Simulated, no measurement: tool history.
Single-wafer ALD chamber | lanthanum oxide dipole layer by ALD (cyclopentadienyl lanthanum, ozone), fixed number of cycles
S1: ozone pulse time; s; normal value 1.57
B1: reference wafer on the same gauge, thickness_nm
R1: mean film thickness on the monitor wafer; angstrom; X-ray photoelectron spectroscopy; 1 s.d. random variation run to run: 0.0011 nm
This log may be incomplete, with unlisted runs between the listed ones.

Run 1, hour 0.0: usual settings; B1 0.633. Result: R1 5.32 angstrom.
Run 2, hour 9.9: usual settings; B1 0.633. Result: R1 5.32 angstrom.
Run 3, hour 18.4: usual settings; B1 0.633. Result: R1 5.32 angstrom.
Run 4, hour 31.2: usual settings but S1 1.27 s; B1 0.633. Result: R1 4.99 angstrom.
Run 5, hour 41.0: usual settings but S1 1.27 s; B1 0.633. Result: R1 5.01 angstrom.
Run 6, hour 52.6: usual settings but S1 1.28 s; B1 0.633. Result: R1 5.02 angstrom.
Run 7, hour 96.7: usual settings but S1 1.28 s; B1 0.633. Result: R1 5.01 angstrom.
At hour 108.0: showerhead replaced.
At hour 115.5: ozone generator serviced.
Run 8, hour 116.0: usual settings but S1 1.28 s; B1 0.633. Result: R1 5.03 angstrom.
Run 9, hour 116.3: usual settings but S1 1.80 s; B1 0.633. Result: R1 5.44 angstrom.
At hour 143.8: thermocouple changed; heater temperature recalibrated.
Run 10, hour 147.4: usual settings but S1 2.04 s; B1 0.633. Result: R1 5.50 angstrom.
Run 11, hour 164.5: usual settings; B1 0.633. Result: R1 5.34 angstrom.
Run 12, hour 171.3: usual settings but S1 1.15 s; B1 0.633. Result: R1 4.78 angstrom.
Run 13, hour 186.2: usual settings but S1 1.98 s; B1 0.633. Result: R1 5.49 angstrom.
At hour 188.0: gauge calibrated.
Run 14, hour 193.4: usual settings but S1 1.39 s; B1 0.633. Result: R1 5.16 angstrom.
Run 15, hour 209.6: usual settings but S1 2.08 s; B1 0.633. Result: R1 5.51 angstrom.
Run 16, hour 225.3: usual settings; B1 0.633. Result: R1 5.31 angstrom.
Run 17, hour 233.0: usual settings; B1 0.633. Result: R1 5.32 angstrom.
Run 18, hour 243.6: usual settings; B1 0.633. Result: R1 5.33 angstrom.
Run 19, hour 250.4: usual settings but S1 1.22 s; B1 0.633. Result: R1 4.92 angstrom.

Consider 5 possible next runs. They are alternatives, not a sequence: every one starts from the tool as it was left by run 19. What does each give?
Run A, hour 250.8: usual settings; B1 ?. Result: R1 ?.
Run B, hour 250.8: usual settings but S1 2.10 s; B1 ?. Result: R1 ?.
Run C, hour 250.8: usual settings but S1 1.36 s; B1 ?. Result: R1 ?.
Run D, hour 250.8: usual settings but S1 1.31 s; B1 ?. Result: R1 ?.
Run E, hour 250.8: usual settings but S1 1.21 s; B1 ?. Result: R1 ?.

run     B1    R1
  A  0.633  5.33
  B  0.633  5.51
  C  0.633  5.14
  D  0.633  5.07
  E  0.633  4.91
With no hidden state in the tool, these same runs would have given:
run    R1
  A  5.33
  B  5.51
  C  5.14
  D  5.07
  E  4.91

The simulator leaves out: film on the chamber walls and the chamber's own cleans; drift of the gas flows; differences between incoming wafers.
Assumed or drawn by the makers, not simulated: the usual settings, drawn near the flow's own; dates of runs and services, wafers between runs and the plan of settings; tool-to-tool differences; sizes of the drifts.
